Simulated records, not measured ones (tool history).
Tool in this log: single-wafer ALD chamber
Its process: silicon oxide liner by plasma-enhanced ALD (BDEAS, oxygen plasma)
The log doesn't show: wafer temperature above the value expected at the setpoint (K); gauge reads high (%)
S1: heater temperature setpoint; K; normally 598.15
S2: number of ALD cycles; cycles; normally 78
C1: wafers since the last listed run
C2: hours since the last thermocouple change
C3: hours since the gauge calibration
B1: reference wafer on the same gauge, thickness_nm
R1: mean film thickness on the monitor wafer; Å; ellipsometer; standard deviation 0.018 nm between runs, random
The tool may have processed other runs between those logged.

run	hour	S1	S2	C1	C2	C3	B1	R1
1	0	598.15	78	0	1102.7	816	6.197	71.81
2	42.6	598.15	78	180	1145.3	858.6	6.202	71.92
3	99.7	598.15	78	241	1202.4	915.7	6.197	71.68
4	134.1	598.15	78	145	1236.8	950.1	6.197	71.53
5	236.8	598.15	78	435	1339.5	1052.8	6.198	71.29
6	288.3	598.15	78	218	1391	1104.3	6.205	71.45
7	346.7	598.15	78	247	1449.4	1162.7	6.199	71.25
8	403	598.15	78	238	1505.7	1219	6.203	71.24
9	458.9	598.15	78	236	1561.6	1274.9	6.207	70.98
10	505	609.15	82	195	1607.7	1321	6.201	73.81
11	565.1	609.15	82	254	1667.8	1381.1	6.201	73.52
# hour 589.9: thermocouple changed; heater temperature recalibrated
# hour 591.9: gauge calibrated
12	624.5	601.15	78	217	34.6	32.6	6.201	71.25
13	648.7	595.15	83	102	58.8	56.8	6.202	76.96
14	688.2	598.15	78	167	98.3	96.3	6.204	71.95
15	757.4	585.15	84	293	167.5	165.5	6.2	79.35
16	824.4	604.15	74	283	234.5	232.5	6.196	67.8
17	852.4	598.15	78	118	262.5	260.5	6.195	71.94
18	901.7	612.15	71	208	311.8	309.8	6.203	64.22
19	949.4	610.15	91	202	359.5	357.5	6.2	82.22
20	1003.5	594.15	85	229	413.6	411.6	6.202	78.57
21	1052.1	598.15	78	205	462.2	460.2	6.201	71.84
22	1110.2	598.15	83	246	520.3	518.3	6.201	76.67
23	1162.1	598.15	83	219	572.2	570.2	6.203	76.37
24	1188.8	587.15	78	113	598.9	596.9	6.199	73.04

What does the tool deliver on the next run?
25	1221.6	598.15	78	138	631.7	629.7	?	?

For run 25 the tool returned B1 6.2, R1 72.23 Å.
Minus the tool's unlogged condition, the same run would have read R1 72.32 Å.
